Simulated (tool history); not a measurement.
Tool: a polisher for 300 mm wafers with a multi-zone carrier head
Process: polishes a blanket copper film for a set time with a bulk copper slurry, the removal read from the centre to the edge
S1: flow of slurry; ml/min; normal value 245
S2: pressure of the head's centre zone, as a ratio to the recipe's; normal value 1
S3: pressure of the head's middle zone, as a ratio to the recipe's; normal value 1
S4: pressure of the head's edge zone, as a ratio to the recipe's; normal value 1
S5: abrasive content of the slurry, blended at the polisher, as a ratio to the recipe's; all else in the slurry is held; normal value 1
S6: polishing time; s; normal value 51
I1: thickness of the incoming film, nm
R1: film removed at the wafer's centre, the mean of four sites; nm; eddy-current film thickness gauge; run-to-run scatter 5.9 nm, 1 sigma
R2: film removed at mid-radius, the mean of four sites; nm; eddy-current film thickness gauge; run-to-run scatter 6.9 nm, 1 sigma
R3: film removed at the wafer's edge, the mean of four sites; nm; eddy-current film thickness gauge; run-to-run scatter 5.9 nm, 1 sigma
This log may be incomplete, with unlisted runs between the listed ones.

Run 1, hour 0: usual settings but S5 0.9, S6 65 s; I1 2810.7. Result: R1 582 nm, R2 619.7 nm, R3 616.5 nm.
Run 2, hour 43.2: usual settings but S5 0.8; I1 2832.4. Result: R1 448.3 nm, R2 461.2 nm, R3 468 nm.
Run 3, hour 71.6: usual settings but S2 1.03, S3 1.08; I1 2799.1. Result: R1 485 nm, R2 520.4 nm, R3 494.6 nm.
Run 4, hour 102.6: usual settings but S2 1.03; I1 2829.8. Result: R1 480.1 nm, R2 487 nm, R3 496.8 nm.
At hour 113.9: centre zone pressure recalibrated.
Run 5, hour 164.4: usual settings; I1 2846.5. Result: R1 547.8 nm, R2 503.7 nm, R3 506.1 nm.
At hour 203.3: carrier head's membrane replaced by a new one.
At hour 204: worn pad replaced by a new one.
Run 6, hour 204.5: usual settings but S5 0.8, S6 33 s; I1 2829.3. Result: R1 338.8 nm, R2 298 nm, R3 303.4 nm.
Run 7, hour 244.7: usual settings but S1 170 ml/min, S5 0.9, S6 58 s; I1 2795.9. Result: R1 570.8 nm, R2 526.8 nm, R3 531.6 nm.
At hour 260.7: edge zone pressure recalibrated.
At hour 304.9: slurry nozzle cleaned.
Run 8, hour 313.8: usual settings; I1 2797.6. Result: R1 544 nm, R2 500 nm, R3 502.9 nm.
At hour 349.3: centre zone pressure recalibrated, repeated, since the last time left the tool worse.
Run 9, hour 365: usual settings; I1 2856.9. Result: R1 478.7 nm, R2 489.8 nm, R3 489.6 nm.
Run 10, hour 407: usual settings but S2 1.12, S5 1.1; I1 2801.1. Result: R1 571.3 nm, R2 497.5 nm, R3 512.6 nm.
Run 11, hour 442: usual settings but S2 1.07; I1 2875.2. Result: R1 525.1 nm, R2 502.3 nm, R3 495.6 nm.
Run 12, hour 468.4: usual settings; I1 2871.3. Result: R1 494.6 nm, R2 485.2 nm, R3 498.4 nm.
Run 13, hour 525: usual settings but S1 300 ml/min; I1 2804.9. Result: R1 489 nm, R2 502.4 nm, R3 506.2 nm.
At hour 562.7: worn pad replaced by a new one.
Run 14, hour 591.3: usual settings but S4 1.05, S5 0.8; I1 2844.8. Result: R1 461.3 nm, R2 473.7 nm, R3 478.5 nm.
Run 15, hour 623.2: usual settings but S5 1.1; I1 2818.2. Result: R1 501.6 nm, R2 515.3 nm, R3 514.1 nm.
At hour 636.2: slurry nozzle cleaned.
Run 16, hour 662.9: usual settings but S2 0.93, S6 47 s; I1 2846.3. Result: R1 412.6 nm, R2 452.4 nm, R3 451.8 nm.
Run 17, hour 717.4: usual settings but S2 0.93, S4 1.06, S5 0.8, S6 41 s; I1 2850.7. Result: R1 342.6 nm, R2 381.9 nm, R3 380 nm.
Run 18, hour 748: usual settings but S3 1.1, S4 0.96; I1 2809.5. Result: R1 480.6 nm, R2 544.2 nm, R3 487.4 nm.
At hour 794.8: carrier head's membrane replaced by a new one.
Run 19, hour 803: usual settings but S2 0.94, S4 1.09; I1 2794.7. Result: R1 456.5 nm, R2 504.2 nm, R3 518 nm.
Run 20, hour 833.4: usual settings but S2 1.07, S3 1.03, S4 0.95, S6 62 s; I1 2797.3. Result: R1 622.5 nm, R2 632.1 nm, R3 588.2 nm.

Alternative continuations, all from the tool just after run 20; predict every row:
Run A, hour 833.8: usual settings but S4 1.04; I1 2792.1. Result: R1 ?, R2 ?, R3 ?.
Run B, hour 833.8: usual settings but S3 1.07, S4 1.12; I1 2792.1. Result: R1 ?, R2 ?, R3 ?.
Run C, hour 833.8: usual settings but S1 325 ml/min, S2 1.11; I1 2792.1. Result: R1 ?, R2 ?, R3 ?.
Run D, hour 833.8: usual settings but S3 0.94, S4 1.05; I1 2792.1. Result: R1 ?, R2 ?, R3 ?.
Run E, hour 833.8: usual settings but S4 1.1; I1 2792.1. Result: R1 ?, R2 ?, R3 ?.

run     R1     R2     R3
  A  481.8  503.6  504.9
  B  482.1  533.3  520.3
  C  551.7  517.1  507.3
  D  481.6  478.1  507.3
  E  481.8  503.6  516.8
What these runs would have given with no unlogged condition in the tool:
run     R1     R2     R3
  A  495.7  503.5  504.9
  B  495.9  533.2  520.3
  C  567.4    517  507.3
  D  495.4    478  507.3
  E  495.7  503.5  516.8
